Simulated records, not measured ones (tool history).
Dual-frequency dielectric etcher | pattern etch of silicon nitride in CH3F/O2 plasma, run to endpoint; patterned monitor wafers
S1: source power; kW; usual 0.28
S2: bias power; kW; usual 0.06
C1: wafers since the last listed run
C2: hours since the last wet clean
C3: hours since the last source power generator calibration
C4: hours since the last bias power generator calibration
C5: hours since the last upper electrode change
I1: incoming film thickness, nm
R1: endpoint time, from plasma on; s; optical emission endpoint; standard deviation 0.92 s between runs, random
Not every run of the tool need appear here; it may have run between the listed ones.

run 1 day=0 | S1=0.28 S2=0.06 | C1=0 C2=220.3 C3=1355.5 C4=4771.8 C5=2762.2 | I1=98.7 | R1=137.7
run 2 day=1.588 | S1=0.28 S2=0.06 | C1=195 C2=258.4 C3=1393.6 C4=4809.9 C5=2800.3 | I1=99.7 | R1=138.3
run 3 day=3.938 | S1=0.28 S2=0.06 | C1=289 C2=314.8 C3=1450 C4=4866.3 C5=2856.7 | I1=100 | R1=138.7
run 4 day=6.758 | S1=0.28 S2=0.06 | C1=347 C2=382.5 C3=1517.7 C4=4934 C5=2924.4 | I1=99.6 | R1=138.4
run 5 day=8.592 | S1=0.28 S2=0.06 | C1=225 C2=426.5 C3=1561.7 C4=4978 C5=2968.4 | I1=98.9 | R1=136.4
-- day=10.358 wet clean of the chamber
run 6 day=10.379 | S1=0.28 S2=0.06 | C1=96 C2=0.5 C3=1604.6 C4=5020.9 C5=3011.3 | I1=99.9 | R1=140.3
run 7 day=12.004 | S1=0.28 S2=0.06 | C1=199 C2=39.5 C3=1643.6 C4=5059.9 C5=3050.3 | I1=98.8 | R1=137.4
run 8 day=14.471 | S1=0.26 S2=0.06 | C1=303 C2=98.7 C3=1702.8 C4=5119.1 C5=3109.5 | I1=99.2 | R1=143.3
-- day=16.575 bias power generator calibrated
run 9 day=17.433 | S1=0.28 S2=0.06 | C1=344 C2=169.8 C3=1773.9 C4=20.6 C5=3180.6 | I1=99.5 | R1=136.7
run 10 day=19.904 | S1=0.28 S2=0.06 | C1=304 C2=229.1 C3=1833.2 C4=79.9 C5=3239.9 | I1=100.1 | R1=138.5
run 11 day=21.033 | S1=0.28 S2=0.06 | C1=138 C2=256.2 C3=1860.3 C4=107 C5=3267 | I1=99.6 | R1=136.9
run 12 day=23.146 | S1=0.28 S2=0.06 | C1=259 C2=306.9 C3=1911 C4=157.7 C5=3317.7 | I1=100.6 | R1=138.4
run 13 day=25.958 | S1=0.31 S2=0.06 | C1=346 C2=374.4 C3=1978.5 C4=225.2 C5=3385.2 | I1=99.8 | R1=129.9
-- day=27.658 upper electrode replaced
run 14 day=28.354 | S1=0.31 S2=0.06 | C1=171 C2=431.9 C3=2036 C4=282.7 C5=16.7 | I1=99.4 | R1=127.6
-- day=29.454 wet clean of the chamber
run 15 day=31.279 | S1=0.26 S2=0.06 | C1=236 C2=43.8 C3=2106.2 C4=352.9 C5=86.9 | I1=99.4 | R1=141.2
run 16 day=34.204 | S1=0.22 S2=0.074 | C1=359 C2=114 C3=2176.4 C4=423.1 C5=157.1 | I1=99.3 | R1=142.7
-- day=34.438 source power generator calibrated
run 17 day=35.262 | S1=0.35 S2=0.065 | C1=109 C2=139.4 C3=19.8 C4=448.5 C5=182.5 | I1=98.9 | R1=114.1
run 18 day=37.2 | S1=0.32 S2=0.055 | C1=238 C2=185.9 C3=66.3 C4=495 C5=229 | I1=99.4 | R1=129.2
run 19 day=46.042 | S1=0.28 S2=0.06 | C1=1087 C2=398.1 C3=278.5 C4=707.2 C5=441.2 | I1=100.2 | R1=134.7
run 20 day=47.121 | S1=0.33 S2=0.052 | C1=132 C2=424 C3=304.4 C4=733.1 C5=467.1 | I1=99.6 | R1=130
-- day=49.738 wet clean of the chamber
run 21 day=49.758 | S1=0.26 S2=0.067 | C1=201 C2=0.5 C3=367.7 C4=796.4 C5=530.4 | I1=99.3 | R1=134.6
-- day=50.158 source power generator calibrated, repeated, since the last time left the tool worse
run 22 day=52.129 | S1=0.25 S2=0.068 | C1=271 C2=57.4 C3=47.3 C4=853.3 C5=587.3 | I1=99.1 | R1=139.7
run 23 day=54.108 | S1=0.28 S2=0.066 | C1=243 C2=104.9 C3=94.8 C4=900.8 C5=634.8 | I1=99.5 | R1=133.2
run 24 day=56.729 | S1=0.22 S2=0.07 | C1=322 C2=167.8 C3=157.7 C4=963.7 C5=697.7 | I1=100.7 | R1=151.8
run 25 day=59.596 | S1=0.28 S2=0.06 | C1=352 C2=236.6 C3=226.5 C4=1032.5 C5=766.5 | I1=99.2 | R1=136
run 26 day=61.992 | S1=0.28 S2=0.06 | C1=294 C2=294.1 C3=284 C4=1090 C5=824 | I1=99.1 | R1=137.5
run 27 day=64.671 | S1=0.28 S2=0.06 | C1=329 C2=358.4 C3=348.3 C4=1154.3 C5=888.3 | I1=99.5 | R1=139.2
run 28 day=67.396 | S1=0.25 S2=0.05 | C1=335 C2=423.8 C3=413.7 C4=1219.7 C5=953.7 | I1=98.2 | R1=156.8
-- day=68.454 wet clean of the chamber
run 29 day=69.433 | S1=0.26 S2=0.066 | C1=127 C2=23.5 C3=462.6 C4=1268.6 C5=1002.6 | I1=98.7 | R1=138.1
run 30 day=71.246 | S1=0.25 S2=0.047 | C1=223 C2=67 C3=506.1 C4=1312.1 C5=1046.1 | I1=98.8 | R1=164
run 31 day=73.429 | S1=0.22 S2=0.069 | C1=268 C2=119.4 C3=558.5 C4=1364.5 C5=1098.5 | I1=99 | R1=151.8
run 32 day=75.442 | S1=0.34 S2=0.047 | C1=247 C2=167.7 C3=606.8 C4=1412.8 C5=1146.8 | I1=99.3 | R1=135
run 33 day=78.154 | S1=0.28 S2=0.06 | C1=333 C2=232.8 C3=671.9 C4=1477.9 C5=1211.9 | I1=98.8 | R1=137.6
run 34 day=80.417 | S1=0.23 S2=0.066 | C1=278 C2=287.1 C3=726.2 C4=1532.2 C5=1266.2 | I1=100 | R1=151.7

5 ways to go on from here, each from the tool as it stands after run 34. What would each give?
run A day=80.438 | S1=0.28 S2=0.06 | C1=2 C2=287.6 C3=726.7 C4=1532.7 C5=1266.7 | I1=100.9 | R1=?
run B day=80.438 | S1=0.26 S2=0.05 | C1=2 C2=287.6 C3=726.7 C4=1532.7 C5=1266.7 | I1=100.9 | R1=?
run C day=80.438 | S1=0.28 S2=0.075 | C1=2 C2=287.6 C3=726.7 C4=1532.7 C5=1266.7 | I1=100.9 | R1=?
run D day=80.438 | S1=0.34 S2=0.051 | C1=2 C2=287.6 C3=726.7 C4=1532.7 C5=1266.7 | I1=100.9 | R1=?
run E day=80.438 | S1=0.33 S2=0.064 | C1=2 C2=287.6 C3=726.7 C4=1532.7 C5=1266.7 | I1=100.9 | R1=?

run=A R1=140
run=B R1=158.1
run=C R1=127.2
run=D R1=134.5
run=E R1=124.4
Had the tool no hidden state, the same runs would have come out as:
run=A R1=141
run=B R1=159.2
run=C R1=128.1
run=D R1=135.4
run=E R1=125.2

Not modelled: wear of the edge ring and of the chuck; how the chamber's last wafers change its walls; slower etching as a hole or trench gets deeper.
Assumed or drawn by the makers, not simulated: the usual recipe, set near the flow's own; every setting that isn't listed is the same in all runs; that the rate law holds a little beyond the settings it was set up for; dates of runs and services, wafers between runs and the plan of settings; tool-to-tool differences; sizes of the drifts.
